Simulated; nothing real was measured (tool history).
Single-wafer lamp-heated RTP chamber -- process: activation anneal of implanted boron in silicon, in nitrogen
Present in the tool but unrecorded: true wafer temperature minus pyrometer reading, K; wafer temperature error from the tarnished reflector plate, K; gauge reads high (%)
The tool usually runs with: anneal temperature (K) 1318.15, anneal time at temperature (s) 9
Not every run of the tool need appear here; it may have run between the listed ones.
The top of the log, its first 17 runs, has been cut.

run	day	anneal temperature (K)	anneal time at temperature (s)	wafers since the last listed run	wafers since the last pyrometer calibration	wafers since the reflector plate was cleaned	hours since the gauge calibration	read-back reference wafer on the same gauge, sheet resistance	sheet resistance of the implanted and annealed layer (ohm/square)
# day 19.608: pyrometer window cleaned and pyrometer calibrated
18	19.908	1290.15	6	687	218	795	694.0	119.18	107.34
19	20.658	1318.15	11	545	763	1340	712.0	119.12	104.08
20	21.617	1318.15	7	696	1460	2037	735.0	119.08	104.31
21	22.392	1294.15	9	563	2024	2601	753.6	119.18	106.18
# day 22.746: gauge calibrated
22	23.871	1308.15	12	1075	3099	3676	27.0	121.29	106.44
23	24.504	1334.15	9	460	3560	4137	42.2	121.02	105.52
24	25.850	1310.15	9	978	4538	5115	74.5	120.91	106.45
25	26.396	1331.15	4	396	4935	5512	87.6	120.86	105.69
26	27.338	1318.15	9	684	5620	6197	110.2	120.61	105.47
27	27.917	1318.15	9	421	6041	6618	124.1	120.58	105.35
28	28.650	1318.15	9	533	6574	7151	141.7	120.51	105.41
# day 29.488: reflector plate cleaned
29	29.542	1318.15	9	405	6980	40	163.1	120.41	105.42
# day 30.346: pyrometer window cleaned and pyrometer calibrated
30	30.367	1344.15	10	357	15	397	182.9	120.27	104.65
31	30.725	1318.15	14	260	275	658	191.5	120.25	104.98
32	31.621	1318.15	9	651	927	1309	213.0	120.30	104.88
33	33.054	1318.15	9	1042	1969	2351	247.4	120.09	105.04
34	34.371	1308.15	9	957	2926	3309	279.0	120.03	105.69
35	35.621	1318.15	9	908	3835	4217	309.0	119.91	104.96
36	36.904	1329.15	13	933	4768	5151	339.8	119.82	104.45
37	37.817	1305.15	12	663	5432	5814	361.7	119.75	105.39

Predict each of these 3 candidate next runs independently; none follows another, all start after run 37:
A	37.833	1318.15	9	12	5444	5826	362.1	?	?
B	37.833	1292.15	4	12	5444	5826	362.1	?	?
C	37.833	1339.15	4	12	5444	5826	362.1	?	?

run	read-back reference wafer on the same gauge, sheet resistance	sheet resistance of the implanted and annealed layer (ohm/square)
A	119.72	104.71
B	119.72	108.04
C	119.72	104.52
Stripped of hidden state, with their random variation kept, the same runs would have yielded:
run	sheet resistance of the implanted and annealed layer (ohm/square)
A	105.81
B	109.18
C	105.62
